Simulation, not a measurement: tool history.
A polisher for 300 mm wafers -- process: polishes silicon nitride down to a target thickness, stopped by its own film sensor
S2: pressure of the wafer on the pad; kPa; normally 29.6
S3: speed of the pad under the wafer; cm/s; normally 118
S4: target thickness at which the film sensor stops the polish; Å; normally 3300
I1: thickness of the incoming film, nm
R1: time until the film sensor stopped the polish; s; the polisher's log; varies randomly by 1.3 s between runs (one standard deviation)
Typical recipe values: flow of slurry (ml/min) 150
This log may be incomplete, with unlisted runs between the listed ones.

{"run": 1, "day": 0.0, "flow of slurry (ml/min)": 150, "S2": 26.9, "S3": 118, "S4": 3300, "I1": 484, "R1": 80.9}
{"day": 0.938, "done": "worn pad replaced by a new one"}
{"day": 2.017, "done": "slurry nozzle cleaned"}
{"run": 2, "day": 4.283, "flow of slurry (ml/min)": 150, "S2": 29.6, "S3": 118, "S4": 3300, "I1": 478.8, "R1": 65.9}
{"run": 3, "day": 7.079, "flow of slurry (ml/min)": 150, "S2": 29.6, "S3": 118, "S4": 3300, "I1": 475.9, "R1": 64.7}
{"run": 4, "day": 9.512, "flow of slurry (ml/min)": 150, "S2": 29.6, "S3": 118, "S4": 3300, "I1": 479.3, "R1": 66.6}
{"run": 5, "day": 20.525, "flow of slurry (ml/min)": 150, "S2": 29.6, "S3": 118, "S4": 3300, "I1": 483.3, "R1": 71.3}
{"run": 6, "day": 22.288, "flow of slurry (ml/min)": 150, "S2": 26.2, "S3": 130, "S4": 3300, "I1": 477.4, "R1": 70.5}
{"run": 7, "day": 26.417, "flow of slurry (ml/min)": 150, "S2": 26.2, "S3": 130, "S4": 3300, "I1": 479.8, "R1": 74.7}
{"day": 26.604, "done": "worn pad replaced by a new one, of another model than before"}
{"run": 8, "day": 30.192, "flow of slurry (ml/min)": 150, "S2": 29.6, "S3": 118, "S4": 3300, "I1": 482.7, "R1": 66.4}
{"day": 31.492, "done": "slurry nozzle cleaned"}
{"run": 9, "day": 33.738, "flow of slurry (ml/min)": 150, "S2": 29.6, "S3": 132, "S4": 3300, "I1": 485.1, "R1": 67.5}
{"run": 10, "day": 36.629, "flow of slurry (ml/min)": 150, "S2": 29.6, "S3": 132, "S4": 3300, "I1": 486.1, "R1": 69.2}
{"run": 11, "day": 38.367, "flow of slurry (ml/min)": 150, "S2": 29.6, "S3": 132, "S4": 3300, "I1": 476.3, "R1": 62.6}
{"run": 12, "day": 49.092, "flow of slurry (ml/min)": 150, "S2": 29.6, "S3": 118, "S4": 3300, "I1": 488.1, "R1": 76.9}
{"run": 13, "day": 51.208, "flow of slurry (ml/min)": 150, "S2": 29.6, "S3": 118, "S4": 3300, "I1": 475.7, "R1": 71.8}
{"day": 52.171, "done": "worn pad replaced by a new one"}
{"run": 14, "day": 53.567, "flow of slurry (ml/min)": 150, "S2": 29.6, "S3": 118, "S4": 3110, "I1": 479.2, "R1": 75.9}
{"day": 54.421, "done": "head pressure recalibrated"}
{"run": 15, "day": 57.117, "flow of slurry (ml/min)": 150, "S2": 38.6, "S3": 118, "S4": 3010, "I1": 481.2, "R1": 69.8}
{"day": 59.829, "done": "slurry nozzle cleaned"}
{"run": 16, "day": 60.629, "flow of slurry (ml/min)": 165, "S2": 40, "S3": 138, "S4": 2920, "I1": 473.2, "R1": 63.3}
{"run": 17, "day": 64.396, "flow of slurry (ml/min)": 135, "S2": 29.6, "S3": 90, "S4": 3550, "I1": 476, "R1": 61.8}
{"run": 18, "day": 70.354, "flow of slurry (ml/min)": 150, "S2": 29.6, "S3": 118, "S4": 2780, "I1": 485.5, "R1": 96.5}
{"run": 19, "day": 72.042, "flow of slurry (ml/min)": 150, "S2": 21.4, "S3": 100, "S4": 3300, "I1": 478.9, "R1": 84.8}
{"run": 20, "day": 73.729, "flow of slurry (ml/min)": 150, "S2": 22.8, "S3": 118, "S4": 3300, "I1": 485.4, "R1": 79.6}
{"run": 21, "day": 76.504, "flow of slurry (ml/min)": 135, "S2": 29.6, "S3": 96, "S4": 3000, "I1": 480.7, "R1": 94.9}

Estimate the outcome of run 22 from the log above:
{"day": 77.767, "done": "worn pad replaced by a new one"}
{"run": 22, "day": 79.762, "flow of slurry (ml/min)": 150, "S2": 29.6, "S3": 118, "S4": 3690, "I1": 483.3, "R1": "?"}

Run 22 came out at R1 50.2 s.
Were there no unlogged condition in the tool, this run, its random variation unchanged, would have produced R1 50.1 s.
